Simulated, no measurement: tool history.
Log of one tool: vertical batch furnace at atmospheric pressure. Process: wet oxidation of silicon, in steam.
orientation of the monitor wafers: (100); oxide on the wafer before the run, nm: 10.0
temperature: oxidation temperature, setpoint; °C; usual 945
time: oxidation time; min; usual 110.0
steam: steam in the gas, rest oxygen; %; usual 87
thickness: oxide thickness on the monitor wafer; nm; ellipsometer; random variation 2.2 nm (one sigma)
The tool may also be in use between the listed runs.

run	hour	temperature	time	steam	read-back reference wafer on the same gauge, thickness	thickness
1	0.0	945	110.0	87	393.02	397.23
2	60.3	945	110.0	87	393.39	397.57
3	95.9	945	110.0	87	393.03	400.16
4	146.8	945	110.0	87	393.19	396.47
5	202.2	945	110.0	87	393.43	397.80
# hour 311.8: gauge calibrated
# hour 366.6: thermocouples replaced and temperature profile calibrated
6	367.1	945	110.0	87	393.57	395.95
7	427.2	945	110.0	87	393.35	394.51
8	468.9	954	142.5	87	393.09	519.21

Run 9 comes next. What will it give?
# hour 503.8: steam generator serviced
9	505.3	938	91.5	80	?	?

read-back reference wafer on the same gauge, thickness: 392.73
thickness: 324.61 nm
Without the tool's hidden state the same run would have given thickness 325.67 nm.

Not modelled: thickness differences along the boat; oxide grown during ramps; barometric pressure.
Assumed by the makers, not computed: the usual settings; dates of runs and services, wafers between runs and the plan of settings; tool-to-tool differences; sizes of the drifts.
